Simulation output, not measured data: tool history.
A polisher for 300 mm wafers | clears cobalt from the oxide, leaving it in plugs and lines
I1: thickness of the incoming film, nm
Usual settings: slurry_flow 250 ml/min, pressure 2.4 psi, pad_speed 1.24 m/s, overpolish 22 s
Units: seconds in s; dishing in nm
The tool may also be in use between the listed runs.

Run 1, hour 0.0: usual settings but overpolish 26 s; I1 171.1. Result: seconds 29.5 s, dishing 48.3 nm.
At hour 5.8: worn pad replaced by a new one.
At hour 30.8: head pressure recalibrated.
Run 2, hour 56.4: usual settings but overpolish 26 s; I1 168.8. Result: seconds 27.6 s, dishing 49.0 nm.
Run 3, hour 115.4: usual settings but pressure 1.8 psi; I1 171.1. Result: seconds 34.7 s, dishing 46.4 nm.
Run 4, hour 174.8: usual settings but pressure 1.8 psi; I1 171.3. Result: seconds 35.1 s, dishing 45.6 nm.
Run 5, hour 238.1: usual settings; I1 170.4. Result: seconds 30.0 s, dishing 47.0 nm.
Run 6, hour 292.0: usual settings; I1 166.4. Result: seconds 28.7 s, dishing 47.6 nm.
Run 7, hour 350.8: usual settings; I1 171.1. Result: seconds 30.3 s, dishing 46.8 nm.
Run 8, hour 395.1: usual settings but slurry_flow 275 ml/min, pressure 2.7 psi; I1 170.4. Result: seconds 27.4 s, dishing 47.5 nm.
Run 9, hour 423.2: usual settings but slurry_flow 275 ml/min, pressure 2.7 psi; I1 171.2. Result: seconds 27.4 s, dishing 47.3 nm.
At hour 462.2: worn pad replaced by a new one.
At hour 486.5: head pressure recalibrated.
Run 10, hour 489.5: usual settings but pressure 2.8 psi; I1 171.0. Result: seconds 26.0 s, dishing 48.8 nm.
Run 11, hour 527.6: usual settings but overpolish 16 s; I1 166.4. Result: seconds 28.3 s, dishing 43.1 nm.
At hour 537.9: slurry nozzle cleaned.
Run 12, hour 555.1: usual settings; I1 171.1. Result: seconds 27.8 s, dishing 48.6 nm.
Run 13, hour 579.6: usual settings; I1 169.9. Result: seconds 27.4 s, dishing 47.4 nm.
Run 14, hour 611.2: usual settings; I1 171.6. Result: seconds 28.9 s, dishing 48.1 nm.
Run 15, hour 679.3: usual settings but pad_speed 1.56 m/s; I1 171.1. Result: seconds 23.3 s, dishing 50.1 nm.
Run 16, hour 724.2: usual settings but slurry_flow 275 ml/min, pad_speed 1.60 m/s, overpolish 26 s; I1 168.6. Result: seconds 21.8 s, dishing 49.6 nm.
Run 17, hour 793.1: usual settings but pad_speed 1.36 m/s, overpolish 28 s; I1 171.2. Result: seconds 27.4 s, dishing 50.9 nm.
At hour 819.1: worn pad replaced by a new one.
Run 18, hour 851.9: usual settings; I1 169.0. Result: seconds 30.0 s, dishing 47.7 nm.
Run 19, hour 893.6: usual settings but slurry_flow 300 ml/min, pressure 2.2 psi, pad_speed 1.64 m/s, overpolish 32 s; I1 171.8. Result: seconds 23.9 s, dishing 51.8 nm.
At hour 909.3: head pressure recalibrated.
Run 20, hour 940.0: usual settings; I1 172.0. Result: seconds 28.4 s, dishing 48.2 nm.
Run 21, hour 1007.1: usual settings but slurry_flow 170 ml/min, pad_speed 0.98 m/s; I1 171.1. Result: seconds 39.8 s, dishing 42.7 nm.
Run 22, hour 1049.3: usual settings; I1 169.4. Result: seconds 29.6 s, dishing 47.5 nm.
Run 23, hour 1162.1: usual settings but pad_speed 1.44 m/s; I1 172.7. Result: seconds 26.2 s, dishing 48.4 nm.
At hour 1212.8: worn pad replaced by a new one.
Run 24, hour 1229.2: usual settings; I1 171.3. Result: seconds 31.4 s, dishing 47.0 nm.
At hour 1279.0: slurry nozzle cleaned.
Run 25, hour 1282.0: usual settings but slurry_flow 280 ml/min; I1 168.6. Result: seconds 27.4 s, dishing 46.7 nm.
At hour 1319.3: head pressure recalibrated.
Run 26, hour 1432.9: usual settings but overpolish 31 s; I1 171.8. Result: seconds 27.7 s, dishing 50.7 nm.
Run 27, hour 1496.1: usual settings but slurry_flow 200 ml/min, pad_speed 1.10 m/s, overpolish 26 s; I1 174.0. Result: seconds 33.9 s, dishing 47.0 nm.
Run 28, hour 1556.8: usual settings but slurry_flow 180 ml/min, pressure 1.8 psi, pad_speed 1.44 m/s, overpolish 31 s; I1 171.7. Result: seconds 30.8 s, dishing 50.0 nm.
At hour 1586.6: worn pad replaced by a new one.
Run 29, hour 1611.9: usual settings but slurry_flow 170 ml/min, pressure 2.0 psi, pad_speed 1.10 m/s, overpolish 35 s; I1 168.4. Result: seconds 37.7 s, dishing 48.2 nm.
Run 30, hour 1655.7: usual settings but slurry_flow 195 ml/min, pressure 2.1 psi, pad_speed 1.60 m/s, overpolish 13 s; I1 167.1. Result: seconds 24.8 s, dishing 41.5 nm.
Run 31, hour 1679.7: usual settings but slurry_flow 215 ml/min; I1 167.9. Result: seconds 30.2 s, dishing 47.6 nm.

Forecast run 32:
Run 32, hour 1703.8: usual settings but slurry_flow 185 ml/min, pressure 3.1 psi, overpolish 14 s; I1 171.3. Result: seconds ?, dishing ?.

{"run 32": {"seconds": 26.4, "dishing": 42.4}}
Without the tool's hidden state the same run would have given seconds 23.0 s, dishing 44.7 nm.
